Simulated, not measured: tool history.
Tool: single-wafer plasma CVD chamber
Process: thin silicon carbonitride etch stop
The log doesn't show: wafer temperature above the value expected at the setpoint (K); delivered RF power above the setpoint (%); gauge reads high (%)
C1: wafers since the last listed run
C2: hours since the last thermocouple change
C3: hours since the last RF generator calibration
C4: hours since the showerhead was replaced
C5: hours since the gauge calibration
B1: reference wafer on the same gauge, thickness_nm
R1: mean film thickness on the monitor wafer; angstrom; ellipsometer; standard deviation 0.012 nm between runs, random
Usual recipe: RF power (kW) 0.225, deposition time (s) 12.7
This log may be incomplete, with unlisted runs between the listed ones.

{"run": 1, "hour": 0.0, "RF power (kW)": 0.225, "deposition time (s)": 13.5, "C1": 0, "C2": 1254.3, "C3": 1025.6, "C4": 2119.7, "C5": 74.7, "B1": 7.267, "R1": 83.53}
{"run": 2, "hour": 16.6, "RF power (kW)": 0.225, "deposition time (s)": 13.5, "C1": 736, "C2": 1270.9, "C3": 1042.2, "C4": 2136.3, "C5": 91.3, "B1": 7.269, "R1": 83.51}
{"run": 3, "hour": 29.9, "RF power (kW)": 0.225, "deposition time (s)": 12.7, "C1": 589, "C2": 1284.2, "C3": 1055.5, "C4": 2149.6, "C5": 104.6, "B1": 7.269, "R1": 78.56}
{"run": 4, "hour": 40.8, "RF power (kW)": 0.225, "deposition time (s)": 12.7, "C1": 483, "C2": 1295.1, "C3": 1066.4, "C4": 2160.5, "C5": 115.5, "B1": 7.271, "R1": 78.51}
{"run": 5, "hour": 50.6, "RF power (kW)": 0.225, "deposition time (s)": 12.7, "C1": 434, "C2": 1304.9, "C3": 1076.2, "C4": 2170.3, "C5": 125.3, "B1": 7.271, "R1": 78.61}
{"run": 6, "hour": 66.5, "RF power (kW)": 0.225, "deposition time (s)": 12.7, "C1": 704, "C2": 1320.8, "C3": 1092.1, "C4": 2186.2, "C5": 141.2, "B1": 7.273, "R1": 78.42}
{"run": 7, "hour": 74.9, "RF power (kW)": 0.225, "deposition time (s)": 12.7, "C1": 372, "C2": 1329.2, "C3": 1100.5, "C4": 2194.6, "C5": 149.6, "B1": 7.269, "R1": 78.21}
{"run": 8, "hour": 81.4, "RF power (kW)": 0.225, "deposition time (s)": 12.7, "C1": 288, "C2": 1335.7, "C3": 1107, "C4": 2201.1, "C5": 156.1, "B1": 7.27, "R1": 78.17}
{"hour": 98.1, "done": "RF generator calibrated"}
{"run": 9, "hour": 98.7, "RF power (kW)": 0.225, "deposition time (s)": 12.7, "C1": 412, "C2": 1353, "C3": 0.6, "C4": 2218.4, "C5": 173.4, "B1": 7.273, "R1": 80.03}
{"run": 10, "hour": 107.5, "RF power (kW)": 0.225, "deposition time (s)": 12.7, "C1": 390, "C2": 1361.8, "C3": 9.4, "C4": 2227.2, "C5": 182.2, "B1": 7.272, "R1": 80.3}
{"hour": 121.8, "done": "gauge calibrated"}
{"run": 11, "hour": 124.2, "RF power (kW)": 0.225, "deposition time (s)": 14, "C1": 740, "C2": 1378.5, "C3": 26.1, "C4": 2243.9, "C5": 2.4, "B1": 7.272, "R1": 88.52}
{"hour": 157.0, "done": "thermocouple changed; heater temperature recalibrated"}
{"hour": 163.9, "done": "showerhead replaced"}
{"run": 12, "hour": 164.4, "RF power (kW)": 0.225, "deposition time (s)": 11.9, "C1": 1119, "C2": 7.4, "C3": 66.3, "C4": 0.5, "C5": 42.6, "B1": 7.27, "R1": 75.1}
{"run": 13, "hour": 165.1, "RF power (kW)": 0.255, "deposition time (s)": 14.1, "C1": 31, "C2": 8.1, "C3": 67, "C4": 1.2, "C5": 43.3, "B1": 7.27, "R1": 92.14}
{"run": 14, "hour": 174.3, "RF power (kW)": 0.21, "deposition time (s)": 13.3, "C1": 407, "C2": 17.3, "C3": 76.2, "C4": 10.4, "C5": 52.5, "B1": 7.267, "R1": 82.23}
{"run": 15, "hour": 190.9, "RF power (kW)": 0.18, "deposition time (s)": 13.5, "C1": 736, "C2": 33.9, "C3": 92.8, "C4": 27, "C5": 69.1, "B1": 7.272, "R1": 80.17}
{"run": 16, "hour": 197.6, "RF power (kW)": 0.225, "deposition time (s)": 12.7, "C1": 297, "C2": 40.6, "C3": 99.5, "C4": 33.7, "C5": 75.8, "B1": 7.271, "R1": 79.98}
{"run": 17, "hour": 209.3, "RF power (kW)": 0.225, "deposition time (s)": 12.7, "C1": 518, "C2": 52.3, "C3": 111.2, "C4": 45.4, "C5": 87.5, "B1": 7.269, "R1": 80}
{"run": 18, "hour": 224.6, "RF power (kW)": 0.27, "deposition time (s)": 14.1, "C1": 678, "C2": 67.6, "C3": 126.5, "C4": 60.7, "C5": 102.8, "B1": 7.269, "R1": 93.52}

Branching from run 18: 4 alternative next runs. What would each branch give?
{"run": "A", "hour": 225.0, "RF power (kW)": 0.19, "deposition time (s)": 12.7, "C1": 17, "C2": 68, "C3": 126.9, "C4": 61.1, "C5": 103.2, "B1": "?", "R1": "?"}
{"run": "B", "hour": 225.0, "RF power (kW)": 0.265, "deposition time (s)": 11.1, "C1": 17, "C2": 68, "C3": 126.9, "C4": 61.1, "C5": 103.2, "B1": "?", "R1": "?"}
{"run": "C", "hour": 225.0, "RF power (kW)": 0.265, "deposition time (s)": 12, "C1": 17, "C2": 68, "C3": 126.9, "C4": 61.1, "C5": 103.2, "B1": "?", "R1": "?"}
{"run": "D", "hour": 225.0, "RF power (kW)": 0.25, "deposition time (s)": 12.7, "C1": 17, "C2": 68, "C3": 126.9, "C4": 61.1, "C5": 103.2, "B1": "?", "R1": "?"}

run=A B1=7.269 R1=76.32
run=B B1=7.269 R1=73.24
run=C B1=7.269 R1=79.18
run=D B1=7.269 R1=82.43
Stripped of hidden state, with their random variation kept, the same runs would have yielded:
run=A R1=76.85
run=B R1=73.75
run=C R1=79.73
run=D R1=83

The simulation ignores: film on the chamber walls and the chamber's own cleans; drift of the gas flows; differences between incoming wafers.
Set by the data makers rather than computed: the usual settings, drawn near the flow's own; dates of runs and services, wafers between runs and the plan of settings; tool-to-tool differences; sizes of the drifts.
